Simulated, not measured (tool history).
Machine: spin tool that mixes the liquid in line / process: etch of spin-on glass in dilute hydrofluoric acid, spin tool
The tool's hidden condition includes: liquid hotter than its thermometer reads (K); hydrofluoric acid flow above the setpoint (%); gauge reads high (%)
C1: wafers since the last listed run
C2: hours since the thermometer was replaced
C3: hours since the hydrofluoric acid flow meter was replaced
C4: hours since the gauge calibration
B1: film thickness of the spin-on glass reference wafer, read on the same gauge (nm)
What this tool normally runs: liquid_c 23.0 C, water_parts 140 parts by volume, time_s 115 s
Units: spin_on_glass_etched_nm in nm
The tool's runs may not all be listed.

Run 1, hour 0.0: usual settings; C1 0; C2 2074.9; C3 809.1; C4 245.4; B1 149.99. Result: spin_on_glass_etched_nm 28.67 nm.
Run 2, hour 66.6: usual settings; C1 406; C2 2141.5; C3 875.7; C4 312.0; B1 150.00. Result: spin_on_glass_etched_nm 28.62 nm.
Run 3, hour 114.8: usual settings; C1 294; C2 2189.7; C3 923.9; C4 360.2; B1 149.98. Result: spin_on_glass_etched_nm 28.75 nm.
Run 4, hour 178.3: usual settings; C1 387; C2 2253.2; C3 987.4; C4 423.7; B1 149.96. Result: spin_on_glass_etched_nm 28.84 nm.
Run 5, hour 249.1: usual settings; C1 431; C2 2324.0; C3 1058.2; C4 494.5; B1 149.96. Result: spin_on_glass_etched_nm 28.69 nm.
Run 6, hour 304.0: usual settings; C1 334; C2 2378.9; C3 1113.1; C4 549.4; B1 149.97. Result: spin_on_glass_etched_nm 28.82 nm.
Run 7, hour 409.5: usual settings; C1 643; C2 2484.4; C3 1218.6; C4 654.9; B1 150.02. Result: spin_on_glass_etched_nm 28.94 nm.
Run 8, hour 467.4: usual settings; C1 353; C2 2542.3; C3 1276.5; C4 712.8; B1 150.03. Result: spin_on_glass_etched_nm 29.20 nm.
Run 9, hour 556.8: usual settings; C1 545; C2 2631.7; C3 1365.9; C4 802.2; B1 150.01. Result: spin_on_glass_etched_nm 29.03 nm.
At hour 586.9: thermometer replaced.
Run 10, hour 621.4: usual settings; C1 387; C2 34.5; C3 1430.5; C4 866.8; B1 149.96. Result: spin_on_glass_etched_nm 27.05 nm.
Run 11, hour 692.4: usual settings; C1 433; C2 105.5; C3 1501.5; C4 937.8; B1 150.02. Result: spin_on_glass_etched_nm 27.32 nm.
Run 12, hour 763.6: usual settings; C1 434; C2 176.7; C3 1572.7; C4 1009.0; B1 149.99. Result: spin_on_glass_etched_nm 27.17 nm.
Run 13, hour 836.7: usual settings but water_parts 195 parts by volume, time_s 175 s; C1 445; C2 249.8; C3 1645.8; C4 1082.1; B1 149.98. Result: spin_on_glass_etched_nm 27.89 nm.
Run 14, hour 917.5: usual settings but liquid_c 26.0 C, time_s 85 s; C1 492; C2 330.6; C3 1726.6; C4 1162.9; B1 150.04. Result: spin_on_glass_etched_nm 22.37 nm.
At hour 993.5: hydrofluoric acid flow meter replaced.
Run 15, hour 999.1: usual settings but liquid_c 20.5 C, water_parts 75 parts by volume, time_s 90 s; C1 491; C2 412.2; C3 5.6; C4 1244.5; B1 149.97. Result: spin_on_glass_etched_nm 39.03 nm.
Run 16, hour 1080.3: usual settings but liquid_c 25.0 C, water_parts 175 parts by volume, time_s 150 s; C1 495; C2 493.4; C3 86.8; C4 1325.7; B1 150.00. Result: spin_on_glass_etched_nm 29.67 nm.
Run 17, hour 1141.4: usual settings but liquid_c 26.0 C, water_parts 180 parts by volume; C1 372; C2 554.5; C3 147.9; C4 1386.8; B1 150.00. Result: spin_on_glass_etched_nm 22.75 nm.
Run 18, hour 1231.8: usual settings but liquid_c 21.0 C, time_s 50 s; C1 551; C2 644.9; C3 238.3; C4 1477.2; B1 149.96. Result: spin_on_glass_etched_nm 11.05 nm.
Run 19, hour 1283.3: usual settings; C1 314; C2 696.4; C3 289.8; C4 1528.7; B1 150.00. Result: spin_on_glass_etched_nm 27.50 nm.
At hour 1283.7: gauge calibrated.
Run 20, hour 1384.9: usual settings but liquid_c 20.5 C; C1 619; C2 798.0; C3 391.4; C4 101.2; B1 149.95. Result: spin_on_glass_etched_nm 25.06 nm.
Run 21, hour 1439.0: usual settings but liquid_c 26.5 C, water_parts 175 parts by volume, time_s 45 s; C1 329; C2 852.1; C3 445.5; C4 155.3; B1 150.04. Result: spin_on_glass_etched_nm 9.48 nm.
Run 22, hour 1516.3: usual settings; C1 471; C2 929.4; C3 522.8; C4 232.6; B1 149.99. Result: spin_on_glass_etched_nm 27.51 nm.
Run 23, hour 1566.0: usual settings; C1 303; C2 979.1; C3 572.5; C4 282.3; B1 150.05. Result: spin_on_glass_etched_nm 27.56 nm.
Run 24, hour 1661.0: usual settings; C1 579; C2 1074.1; C3 667.5; C4 377.3; B1 150.02. Result: spin_on_glass_etched_nm 27.92 nm.

Below are 4 alternative next runs, each starting from the tool's condition after run 24. Predict each:
Run A, hour 1661.4: usual settings but time_s 135 s; C1 2; C2 1074.5; C3 667.9; C4 377.7; B1 ?. Result: spin_on_glass_etched_nm ?.
Run B, hour 1661.4: usual settings but liquid_c 24.5 C, water_parts 195 parts by volume; C1 2; C2 1074.5; C3 667.9; C4 377.7; B1 ?. Result: spin_on_glass_etched_nm ?.
Run C, hour 1661.4: usual settings but liquid_c 20.0 C, time_s 175 s; C1 2; C2 1074.5; C3 667.9; C4 377.7; B1 ?. Result: spin_on_glass_etched_nm ?.
Run D, hour 1661.4: usual settings but liquid_c 28.0 C, water_parts 170 parts by volume; C1 2; C2 1074.5; C3 667.9; C4 377.7; B1 ?. Result: spin_on_glass_etched_nm ?.

run      B1  spin_on_glass_etched_nm
  A  149.99                    32.51
  B  149.99                    19.77
  C  149.99                    37.48
  D  149.99                    26.50
With the hidden condition removed and each run's random variation left untouched, the same runs would have given:
run  spin_on_glass_etched_nm
  A                    31.52
  B                    19.19
  C                    36.30
  D                    25.75
